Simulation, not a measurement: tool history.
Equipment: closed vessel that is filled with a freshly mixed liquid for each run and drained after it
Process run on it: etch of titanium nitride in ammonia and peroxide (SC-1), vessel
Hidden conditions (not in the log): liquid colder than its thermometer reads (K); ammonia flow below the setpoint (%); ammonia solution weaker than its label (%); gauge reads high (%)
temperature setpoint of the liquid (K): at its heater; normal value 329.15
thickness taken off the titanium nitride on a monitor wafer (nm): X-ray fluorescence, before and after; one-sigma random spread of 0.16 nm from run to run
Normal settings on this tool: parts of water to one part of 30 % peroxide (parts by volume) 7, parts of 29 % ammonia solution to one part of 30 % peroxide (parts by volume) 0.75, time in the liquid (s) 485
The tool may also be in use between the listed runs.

run	hour	temperature setpoint of the liquid (K)	parts of water to one part of 30 % peroxide (parts by volume)	parts of 29 % ammonia solution to one part of 30 % peroxide (parts by volume)	time in the liquid (s)	wafers since the last listed run	hours since the thermometer was replaced	hours since the ammonia flow meter was replaced	hours since the drum of ammonia solution was connected	hours since the gauge calibration	read-back film thickness of the titanium nitride reference wafer, read on the same gauge (nm)	thickness taken off the titanium nitride on a monitor wafer (nm)
1	0	329.15	7	0.75	485	0	2458.7	542.4	27.4	216.8	139.99	36.52
2	14.3	329.15	7	0.75	485	619	2473	556.7	41.7	231.1	140.02	36.37
3	32.7	329.15	7	0.75	485	797	2491.4	575.1	60.1	249.5	140.02	36.27
4	53.2	329.15	7	0.75	485	888	2511.9	595.6	80.6	270	139.99	36.54
# hour 57.3: thermometer replaced
5	73	329.15	7	0.75	485	814	15.7	615.4	100.4	289.8	140.01	40.11
6	86	329.15	7	0.75	485	563	28.7	628.4	113.4	302.8	139.99	40.11
7	100	329.15	7	0.75	485	606	42.7	642.4	127.4	316.8	140.01	39.9
8	126.9	329.15	7	0.75	485	1165	69.6	669.3	154.3	343.7	140	39.97
9	150.3	329.15	7	0.75	485	1013	93	692.7	177.7	367.1	139.97	40.4
10	181.9	329.15	9.5	0.75	485	1369	124.6	724.3	209.3	398.7	140.01	34.1
11	203.8	329.15	7	0.75	485	948	146.5	746.2	231.2	420.6	140.01	39.89
12	221.6	333.65	7	1	760	771	164.3	764	249	438.4	140.01	87.61
# hour 248: gauge calibrated
13	250.7	335.65	7	0.75	610	1260	193.4	793.1	278.1	2.7	139.99	76.5
14	268.6	329.15	7	0.75	485	775	211.3	811	296	20.6	140	39.52
15	292.2	329.15	8.5	0.4	485	1022	234.9	834.6	319.6	44.2	139.99	32.46
16	310.9	323.65	8.5	0.75	485	810	253.6	853.3	338.3	62.9	140	24.67
17	329.7	325.65	5	0.4	405	814	272.4	872.1	357.1	81.7	140.01	27.54
18	354.4	329.15	7	0.75	485	1070	297.1	896.8	381.8	106.4	140	39.39
19	379.8	324.65	6	0.85	615	1100	322.5	922.2	407.2	131.8	139.99	40.46
# hour 407.5: new drum of ammonia solution connected
20	413.1	322.65	7	0.75	485	1399	355.8	955.5	5.6	165.1	139.99	25.49
# hour 418.8: ammonia flow meter replaced
21	434.2	329.15	10.5	0.75	485	870	376.9	15.4	26.7	186.2	139.99	32.45
22	456.9	329.15	8	0.4	485	983	399.6	38.1	49.4	208.9	140	33.48
23	477.5	332.15	8	0.45	335	892	420.2	58.7	70	229.5	140.02	28.73
24	496.5	323.65	7	0.55	485	823	439.2	77.7	89	248.5	139.99	25.93
25	530.7	329.15	7	0.75	485	1481	473.4	111.9	123.2	282.7	139.98	39.3
26	576.6	323.65	5	0.55	235	1988	519.3	157.8	169.1	328.6	140	14.72
27	594.7	321.15	10	1.1	235	784	537.4	175.9	187.2	346.7	140.01	9.75
28	614.9	329.15	9	0.75	285	875	557.6	196.1	207.4	366.9	140.01	20.26

Consider 4 possible next runs. They are alternatives, not a sequence: every one starts from the tool as it was left by run 28. What does each give?
A	615.7	329.15	7	0.4	485	34	558.4	196.9	208.2	367.7	?	?
B	615.7	337.65	5	0.9	485	34	558.4	196.9	208.2	367.7	?	?
C	615.7	329.15	7	0.75	605	34	558.4	196.9	208.2	367.7	?	?
D	615.7	335.65	8.5	0.75	485	34	558.4	196.9	208.2	367.7	?	?

run	read-back film thickness of the titanium nitride reference wafer, read on the same gauge (nm)	thickness taken off the titanium nitride on a monitor wafer (nm)
A	139.99	35.42
B	139.99	82.16
C	139.99	48.96
D	139.99	54.82
With no hidden state in the tool, these same runs would have given:
run	thickness taken off the titanium nitride on a monitor wafer (nm)
A	37
B	85.42
C	51.07
D	57.12
